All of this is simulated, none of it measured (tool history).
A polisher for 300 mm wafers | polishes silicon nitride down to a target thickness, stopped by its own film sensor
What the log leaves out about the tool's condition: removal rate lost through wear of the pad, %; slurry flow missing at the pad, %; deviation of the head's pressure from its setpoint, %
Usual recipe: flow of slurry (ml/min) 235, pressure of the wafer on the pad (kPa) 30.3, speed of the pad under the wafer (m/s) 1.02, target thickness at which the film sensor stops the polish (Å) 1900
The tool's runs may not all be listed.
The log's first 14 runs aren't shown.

run   hour  flow of slurry (ml/min)  pressure of the wafer on the pad (kPa)  speed of the pad under the wafer (m/s)  target thickness at which the film sensor stops the polish (Å)  wafers since the last listed run  wafers polished on this pad  hours since the slurry nozzle was cleaned  hours since the head pressure was calibrated  incoming thickness of the incoming film, nm  time until the film sensor stopped the polish (s)
     287.1  -- worn pad replaced by a new one
 15  292.8                      235                                    30.3                                    1.02                                                            1900                                74                           49                                      597.2                                         740.1                                        299.4                                               60.3
 16  307.4                      235                                    30.3                                    1.02                                                            1900                               127                          176                                      611.8                                         754.7                                        305.5                                               62.2
 17  334.3                      235                                    30.3                                    1.02                                                            1900                               234                          410                                      638.7                                         781.6                                        300.3                                               60.7
 18  346.8                      235                                    30.3                                    1.02                                                            1900                               108                          519                                      651.2                                         794.1                                        299.9                                               62.3
 19  367.7                      235                                    30.3                                    1.02                                                            1900                               181                          701                                      672.1                                         815.0                                        303.3                                               64.5
 20  380.9                      265                                    23.4                                    1.36                                                            1900                               114                          815                                      685.3                                         828.2                                        302.2                                               67.6
 21  406.7                      200                                    34.5                                    1.12                                                            1560                               224                         1040                                      711.1                                         854.0                                        300.2                                               71.0
     430.9  -- head pressure recalibrated
 22  433.6                      155                                    26.9                                    1.02                                                            2010                               216                         1257                                      738.0                                           2.7                                        304.8                                               75.2
     454.4  -- worn pad replaced by a new one
 23  459.0                      205                                    33.1                                    0.90                                                            1900                               186                           40                                      763.4                                          28.1                                        303.5                                               62.5
     483.5  -- slurry nozzle cleaned
 24  486.2                      235                                    30.3                                    1.02                                                            1900                               227                          268                                        2.7                                          55.3                                        298.1                                               58.7
 25  515.0                      280                                    35.9                                    1.02                                                            2210                               250                          518                                       31.5                                          84.1                                        304.4                                               36.7
 26  547.5                      180                                    30.3                                    0.82                                                            1900                               282                          801                                       64.0                                         116.6                                        297.1                                               73.9
 27  573.8                      235                                    21.4                                    1.02                                                            2150                               228                         1030                                       90.3                                         142.9                                        300.0                                               69.6
     602.0  -- worn pad replaced by a new one
 28  602.5                      235                                    33.1                                    1.22                                                            1900                               214                            4                                      119.0                                         171.6                                        296.7                                               44.9
 29  625.6                      205                                    30.3                                    1.02                                                            2020                               201                          205                                      142.1                                         194.7                                        303.5                                               55.5
 30  638.6                      235                                    30.3                                    1.02                                                            1900                               113                          318                                      155.1                                         207.7                                        303.7                                               62.3
 31  652.5                      285                                    30.3                                    1.02                                                            1750                               120                          439                                      169.0                                         221.6                                        300.6                                               69.0
 32  677.8                      235                                    30.3                                    0.92                                                            2060                               220                          659                                      194.3                                         246.9                                        298.3                                               56.6
 33  696.3                      175                                    22.1                                    1.30                                                            1720                               160                          820                                      212.8                                         265.4                                        297.6                                               86.1
     729.7  -- worn pad replaced by a new one
 34  732.0                      175                                    26.9                                    1.34                                                            2210                               275                           19                                      248.5                                         301.1                                        300.8                                               39.7

4 options for the next run, each taken on its own from the tool as it stands now. Forecast them:
  A  732.4                      235                                    30.3                                    1.02                                                            1690                                 3                           23                                      248.9                                         301.5                                        297.1                                                  ?
  B  732.4                      235                                    30.3                                    1.02                                                            2280                                 3                           23                                      248.9                                         301.5                                        297.1                                                  ?
  C  732.4                      235                                    30.3                                    1.02                                                            2030                                 3                           23                                      248.9                                         301.5                                        297.1                                                  ?
  D  732.4                      235                                    23.4                                    1.02                                                            1900                                 3                           23                                      248.9                                         301.5                                        297.1                                                  ?

run  time until the film sensor stopped the polish (s)
  A                                               68.4
  B                                               36.9
  C                                               50.3
  D                                               74.0
Stripped of hidden state, with their random variation kept, the same runs would have yielded:
run  time until the film sensor stopped the polish (s)
  A                                               68.0
  B                                               36.7
  C                                               50.0
  D                                               73.5

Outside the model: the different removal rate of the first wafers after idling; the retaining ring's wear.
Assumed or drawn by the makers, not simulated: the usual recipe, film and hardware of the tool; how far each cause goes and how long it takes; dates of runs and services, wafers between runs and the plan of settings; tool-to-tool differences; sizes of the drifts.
